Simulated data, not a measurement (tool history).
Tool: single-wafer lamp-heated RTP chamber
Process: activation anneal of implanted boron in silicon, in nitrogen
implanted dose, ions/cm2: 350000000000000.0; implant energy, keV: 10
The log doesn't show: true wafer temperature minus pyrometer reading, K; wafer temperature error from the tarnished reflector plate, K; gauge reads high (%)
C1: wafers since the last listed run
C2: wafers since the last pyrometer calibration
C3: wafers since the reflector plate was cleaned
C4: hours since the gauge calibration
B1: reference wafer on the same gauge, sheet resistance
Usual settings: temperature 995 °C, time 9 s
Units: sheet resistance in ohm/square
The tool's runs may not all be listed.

run 1 hour=0 | temperature=995 time=9 | C1=0 C2=1041 C3=8762 C4=589.2 | B1=295.95 | sheet_resistance=302.37
run 2 hour=82.1 | temperature=995 time=9 | C1=1509 C2=2550 C3=10271 C4=671.3 | B1=296.11 | sheet_resistance=301.78
run 3 hour=181 | temperature=995 time=9 | C1=1817 C2=4368 C3=12089 C4=770.2 | B1=295.98 | sheet_resistance=301.53
-- hour=240.7 reflector plate cleaned
run 4 hour=273.7 | temperature=995 time=10 | C1=1556 C2=5925 C3=607 C4=862.9 | B1=296.14 | sheet_resistance=299.24
-- hour=311.6 pyrometer window cleaned and pyrometer calibrated
run 5 hour=334.5 | temperature=995 time=10 | C1=970 C2=421 C3=1577 C4=923.7 | B1=295.91 | sheet_resistance=302.44
run 6 hour=444.5 | temperature=995 time=10 | C1=2021 C2=2442 C3=3599 C4=1033.7 | B1=295.93 | sheet_resistance=302.72
-- hour=526.1 gauge calibrated
run 7 hour=541.3 | temperature=1008 time=9 | C1=1779 C2=4222 C3=5379 C4=15.2 | B1=296.03 | sheet_resistance=298.92
-- hour=671.8 pyrometer window cleaned and pyrometer calibrated
run 8 hour=784 | temperature=1008 time=9 | C1=4314 C2=2062 C3=9693 C4=257.9 | B1=296.04 | sheet_resistance=297.72
run 9 hour=849.5 | temperature=995 time=9 | C1=1203 C2=3266 C3=10897 C4=323.4 | B1=296.02 | sheet_resistance=300.46
run 10 hour=894.7 | temperature=995 time=9 | C1=830 C2=4097 C3=11728 C4=368.6 | B1=296.04 | sheet_resistance=300.9
-- hour=958.9 reflector plate cleaned
run 11 hour=959.4 | temperature=1024 time=4 | C1=1042 C2=5139 C3=8 C4=433.3 | B1=296.06 | sheet_resistance=297.33

The next listed run, before its measurement:
run 12 hour=1029.6 | temperature=1008 time=12 | C1=1290 C2=6429 C3=1298 C4=503.5 | B1=? | sheet_resistance=?

{"run 12": {"B1": 296.03, "sheet resistance": 296.22}}
Without the tool's hidden state the same run would have given sheet resistance 297.6 ohm/square.

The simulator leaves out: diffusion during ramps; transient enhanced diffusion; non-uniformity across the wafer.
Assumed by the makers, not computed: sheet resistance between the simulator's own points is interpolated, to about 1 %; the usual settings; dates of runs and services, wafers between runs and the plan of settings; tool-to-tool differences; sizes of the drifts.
